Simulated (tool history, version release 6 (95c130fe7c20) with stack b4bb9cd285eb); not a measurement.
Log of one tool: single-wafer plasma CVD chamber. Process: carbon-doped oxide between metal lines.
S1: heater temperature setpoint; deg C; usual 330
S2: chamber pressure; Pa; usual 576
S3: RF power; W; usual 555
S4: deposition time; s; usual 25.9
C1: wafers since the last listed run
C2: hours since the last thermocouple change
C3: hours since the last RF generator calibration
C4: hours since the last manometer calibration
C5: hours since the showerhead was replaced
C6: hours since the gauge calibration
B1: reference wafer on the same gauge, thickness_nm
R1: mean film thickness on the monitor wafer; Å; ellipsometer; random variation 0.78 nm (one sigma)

run 1 day=0.000 | S1=330 S2=576 S3=555 S4=25.9 | C1=0 C2=1371.2 C3=1484.5 C4=1233.1 C5=8324.7 C6=684.5 | B1=123.031 | R1=1463.65
run 2 day=1.012 | S1=330 S2=576 S3=555 S4=25.9 | C1=698 C2=1395.5 C3=1508.8 C4=1257.4 C5=8349.0 C6=708.8 | B1=122.963 | R1=1471.57
run 3 day=3.721 | S1=330 S2=576 S3=555 S4=25.9 | C1=1869 C2=1460.5 C3=1573.8 C4=1322.4 C5=8414.0 C6=773.8 | B1=123.180 | R1=1471.87
run 4 day=5.208 | S1=330 S2=576 S3=555 S4=25.9 | C1=1026 C2=1496.2 C3=1609.5 C4=1358.1 C5=8449.7 C6=809.5 | B1=122.953 | R1=1454.60
run 5 day=8.108 | S1=330 S2=576 S3=555 S4=25.9 | C1=2001 C2=1565.8 C3=1679.1 C4=1427.7 C5=8519.3 C6=879.1 | B1=122.977 | R1=1446.61
run 6 day=10.458 | S1=330 S2=576 S3=555 S4=25.9 | C1=1621 C2=1622.2 C3=1735.5 C4=1484.1 C5=8575.7 C6=935.5 | B1=123.054 | R1=1445.14
run 7 day=12.512 | S1=330 S2=503 S3=475 S4=25.9 | C1=1417 C2=1671.5 C3=1784.8 C4=1533.4 C5=8625.0 C6=984.8 | B1=122.973 | R1=1222.78
-- day=13.938 showerhead replaced
run 8 day=13.958 | S1=330 S2=503 S3=475 S4=25.9 | C1=767 C2=1706.2 C3=1819.5 C4=1568.1 C5=0.5 C6=1019.5 | B1=122.939 | R1=1214.27
-- day=14.646 RF generator calibrated
run 9 day=14.979 | S1=330 S2=576 S3=555 S4=25.9 | C1=474 C2=1730.7 C3=8.0 C4=1592.6 C5=25.0 C6=1044.0 | B1=123.032 | R1=1386.23
run 10 day=17.758 | S1=330 S2=576 S3=555 S4=25.9 | C1=1918 C2=1797.4 C3=74.7 C4=1659.3 C5=91.7 C6=1110.7 | B1=122.989 | R1=1399.25
run 11 day=19.454 | S1=330 S2=576 S3=555 S4=25.9 | C1=1170 C2=1838.1 C3=115.4 C4=1700.0 C5=132.4 C6=1151.4 | B1=122.946 | R1=1399.34
run 12 day=21.350 | S1=330 S2=576 S3=555 S4=25.9 | C1=1308 C2=1883.6 C3=160.9 C4=1745.5 C5=177.9 C6=1196.9 | B1=122.907 | R1=1410.78
run 13 day=23.246 | S1=330 S2=477 S3=555 S4=30.0 | C1=1308 C2=1929.1 C3=206.4 C4=1791.0 C5=223.4 C6=1242.4 | B1=122.956 | R1=1536.52
run 14 day=26.079 | S1=330 S2=655 S3=555 S4=25.9 | C1=1955 C2=1997.1 C3=274.4 C4=1859.0 C5=291.4 C6=1310.4 | B1=122.963 | R1=1429.00
run 15 day=28.083 | S1=330 S2=576 S3=555 S4=27.3 | C1=1383 C2=2045.2 C3=322.5 C4=1907.1 C5=339.5 C6=1358.5 | B1=122.825 | R1=1472.53
-- day=28.438 RF generator calibrated, repeated, since the last time left the tool worse
run 16 day=29.096 | S1=325 S2=683 S3=615 S4=30.0 | C1=468 C2=2069.5 C3=15.8 C4=1931.4 C5=363.8 C6=1382.8 | B1=123.037 | R1=2004.02
-- day=30.758 thermocouple changed; heater temperature recalibrated
run 17 day=30.833 | S1=336 S2=576 S3=555 S4=25.9 | C1=969 C2=1.8 C3=57.5 C4=1973.1 C5=405.5 C6=1424.5 | B1=123.171 | R1=1478.75
run 18 day=32.296 | S1=324 S2=447 S3=485 S4=28.7 | C1=1009 C2=36.9 C3=92.6 C4=2008.2 C5=440.6 C6=1459.6 | B1=123.058 | R1=1464.15
run 19 day=33.929 | S1=330 S2=576 S3=555 S4=25.9 | C1=1127 C2=76.1 C3=131.8 C4=2047.4 C5=479.8 C6=1498.8 | B1=123.158 | R1=1513.04
-- day=34.267 gauge calibrated
run 20 day=36.158 | S1=330 S2=576 S3=555 S4=27.3 | C1=1538 C2=129.6 C3=185.3 C4=2100.9 C5=533.3 C6=45.4 | B1=123.070 | R1=1580.33
-- day=37.696 capacitance manometer re-zeroed and calibrated
run 21 day=38.121 | S1=330 S2=576 S3=525 S4=29.4 | C1=1124 C2=176.7 C3=232.4 C4=10.2 C5=580.4 C6=92.5 | B1=122.977 | R1=1642.53
run 22 day=40.679 | S1=330 S2=576 S3=555 S4=25.9 | C1=1765 C2=238.1 C3=293.8 C4=71.6 C5=641.8 C6=153.9 | B1=123.185 | R1=1507.73
run 23 day=43.625 | S1=330 S2=477 S3=555 S4=30.0 | C1=2033 C2=308.8 C3=364.5 C4=142.3 C5=712.5 C6=224.6 | B1=123.144 | R1=1671.79
run 24 day=45.588 | S1=321 S2=633 S3=555 S4=25.9 | C1=1354 C2=355.9 C3=411.6 C4=189.4 C5=759.6 C6=271.7 | B1=122.981 | R1=1595.31
run 25 day=47.925 | S1=330 S2=576 S3=555 S4=25.9 | C1=1613 C2=412.0 C3=467.7 C4=245.5 C5=815.7 C6=327.8 | B1=123.084 | R1=1495.13
run 26 day=49.283 | S1=322 S2=576 S3=555 S4=25.9 | C1=937 C2=444.6 C3=500.3 C4=278.1 C5=848.3 C6=360.4 | B1=123.027 | R1=1561.26
run 27 day=50.729 | S1=338 S2=576 S3=555 S4=28.0 | C1=997 C2=479.3 C3=535.0 C4=312.8 C5=883.0 C6=395.1 | B1=123.056 | R1=1571.35

5 ways to go on from here, each from the tool as it stands after run 27. What would each give?
run A day=50.746 | S1=320 S2=576 S3=555 S4=25.9 | C1=11 C2=479.7 C3=535.4 C4=313.2 C5=883.4 C6=395.5 | B1=? | R1=?
run B day=50.746 | S1=335 S2=497 S3=635 S4=22.2 | C1=11 C2=479.7 C3=535.4 C4=313.2 C5=883.4 C6=395.5 | B1=? | R1=?
run C day=50.746 | S1=339 S2=685 S3=630 S4=28.8 | C1=11 C2=479.7 C3=535.4 C4=313.2 C5=883.4 C6=395.5 | B1=? | R1=?
run D day=50.746 | S1=320 S2=576 S3=555 S4=27.9 | C1=11 C2=479.7 C3=535.4 C4=313.2 C5=883.4 C6=395.5 | B1=? | R1=?
run E day=50.746 | S1=330 S2=576 S3=555 S4=21.5 | C1=11 C2=479.7 C3=535.4 C4=313.2 C5=883.4 C6=395.5 | B1=? | R1=?

run=A B1=123.052 R1=1581.72
run=B B1=123.052 R1=1375.21
run=C B1=123.052 R1=1859.58
run=D B1=123.052 R1=1701.90
run=E B1=123.052 R1=1262.31
Without the tool's hidden state the same runs would have given:
run=A R1=1594.53
run=B R1=1386.06
run=C R1=1874.49
run=D R1=1715.67
run=E R1=1272.53
